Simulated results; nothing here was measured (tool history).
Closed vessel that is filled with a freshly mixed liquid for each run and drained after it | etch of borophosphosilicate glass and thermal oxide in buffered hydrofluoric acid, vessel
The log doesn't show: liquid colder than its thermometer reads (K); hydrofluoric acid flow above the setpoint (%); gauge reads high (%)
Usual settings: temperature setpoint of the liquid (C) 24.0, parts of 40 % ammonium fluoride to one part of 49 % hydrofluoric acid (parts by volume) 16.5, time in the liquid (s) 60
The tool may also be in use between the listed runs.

| run | hour | temperature setpoint of the liquid (C) | parts of 40 % ammonium fluoride to one part of 49 % hydrofluoric acid (parts by volume) | time in the liquid (s) | wafers since the last listed run | hours since the thermometer was replaced | hours since the hydrofluoric acid flow meter was replaced | hours since the gauge calibration | read-back film thickness of the borophosphosilicate glass reference wafer, read on the same gauge (nm) | read-back film thickness of the thermal oxide reference wafer, read on the same gauge (nm) | thickness taken off the borophosphosilicate glass on a monitor wafer (Å) | thickness taken off the thermal oxide on a monitor wafer (Å) |
|---|---|---|---|---|---|---|---|---|---|---|---|---|
| 1 | 0.0 | 27.5 | 22.5 | 60 | 0 | 36.0 | 998.9 | 125.2 | 39.98 | 150.00 | 536.0 | 406.6 |
|  | 17.4 | hydrofluoric acid flow meter replaced |
| 2 | 17.9 | 27.0 | 12.5 | 30 | 1610 | 53.9 | 0.5 | 143.1 | 40.02 | 150.00 | 441.9 | 328.3 |
| 3 | 44.6 | 19.0 | 14.0 | 85 | 2544 | 80.6 | 27.2 | 169.8 | 39.98 | 149.99 | 730.5 | 537.7 |
| 4 | 73.3 | 24.0 | 16.5 | 60 | 2735 | 109.3 | 55.9 | 198.5 | 40.02 | 150.00 | 576.7 | 426.1 |
| 5 | 85.5 | 26.5 | 10.5 | 80 | 1162 | 121.5 | 68.1 | 210.7 | 39.99 | 149.99 | 1361.3 | 1012.4 |
| 6 | 119.0 | 26.0 | 16.5 | 80 | 3192 | 155.0 | 101.6 | 244.2 | 39.99 | 150.02 | 851.7 | 619.6 |
| 7 | 149.0 | 20.5 | 19.5 | 85 | 2858 | 185.0 | 131.6 | 274.2 | 39.99 | 149.98 | 566.4 | 419.7 |
| 8 | 171.6 | 24.0 | 16.5 | 60 | 2153 | 207.6 | 154.2 | 296.8 | 40.00 | 150.00 | 574.6 | 422.6 |
| 9 | 190.3 | 22.5 | 12.0 | 60 | 1782 | 226.3 | 172.9 | 315.5 | 39.99 | 149.97 | 726.9 | 546.1 |
| 10 | 206.7 | 20.0 | 12.0 | 50 | 1562 | 242.7 | 189.3 | 331.9 | 39.99 | 149.99 | 527.9 | 389.9 |
| 11 | 222.6 | 24.0 | 20.0 | 75 | 1515 | 258.6 | 205.2 | 347.8 | 40.00 | 150.03 | 597.1 | 441.0 |
| 12 | 246.8 | 25.5 | 18.5 | 50 | 2306 | 282.8 | 229.4 | 372.0 | 40.00 | 149.99 | 469.6 | 341.0 |
| 13 | 263.8 | 27.0 | 12.0 | 40 | 1620 | 299.8 | 246.4 | 389.0 | 40.00 | 149.97 | 614.9 | 454.1 |
| 14 | 280.3 | 26.0 | 14.5 | 60 | 1572 | 316.3 | 262.9 | 405.5 | 40.00 | 150.03 | 726.2 | 538.8 |
| 15 | 295.6 | 26.5 | 20.0 | 85 | 1458 | 331.6 | 278.2 | 420.8 | 40.04 | 149.98 | 772.3 | 564.6 |
| 16 | 319.0 | 28.0 | 18.5 | 60 | 2229 | 355.0 | 301.6 | 444.2 | 40.01 | 150.00 | 638.3 | 469.9 |
| 17 | 332.8 | 27.5 | 22.5 | 80 | 1315 | 368.8 | 315.4 | 458.0 | 39.99 | 150.03 | 707.6 | 528.1 |
| 18 | 355.7 | 27.5 | 21.0 | 95 | 2182 | 391.7 | 338.3 | 480.9 | 39.99 | 150.01 | 874.6 | 651.8 |
| 19 | 385.9 | 24.0 | 16.5 | 60 | 2877 | 421.9 | 368.5 | 511.1 | 40.03 | 150.01 | 579.3 | 425.7 |
| 20 | 416.5 | 28.5 | 13.5 | 80 | 2916 | 452.5 | 399.1 | 541.7 | 40.01 | 150.01 | 1197.9 | 882.3 |
| 21 | 431.2 | 27.5 | 10.0 | 70 | 1400 | 467.2 | 413.8 | 556.4 | 40.05 | 150.02 | 1323.8 | 990.8 |
| 22 | 450.2 | 24.0 | 16.5 | 60 | 1810 | 486.2 | 432.8 | 575.4 | 39.97 | 150.01 | 578.3 | 426.5 |
| 23 | 486.1 | 27.5 | 19.0 | 95 | 3421 | 522.1 | 468.7 | 611.3 | 40.03 | 149.99 | 964.3 | 705.4 |

Forecast run 24:
| 24 | 501.1 | 27.0 | 12.5 | 30 | 1429 | 537.1 | 483.7 | 626.3 | ? | ? | ? | ? |

{"run 24": {"read-back film thickness of the borophosphosilicate glass reference wafer, read on the same gauge (nm)": 40.01, "read-back film thickness of the thermal oxide reference wafer, read on the same gauge (nm)": 150.0, "thickness taken off the borophosphosilicate glass on a monitor wafer (Å)": 448.5, "thickness taken off the thermal oxide on a monitor wafer (Å)": 334.9}}
Without the tool's hidden state the same run would have given thickness taken off the borophosphosilicate glass on a monitor wafer (Å) 441.8, thickness taken off the thermal oxide on a monitor wafer (Å) 330.0.

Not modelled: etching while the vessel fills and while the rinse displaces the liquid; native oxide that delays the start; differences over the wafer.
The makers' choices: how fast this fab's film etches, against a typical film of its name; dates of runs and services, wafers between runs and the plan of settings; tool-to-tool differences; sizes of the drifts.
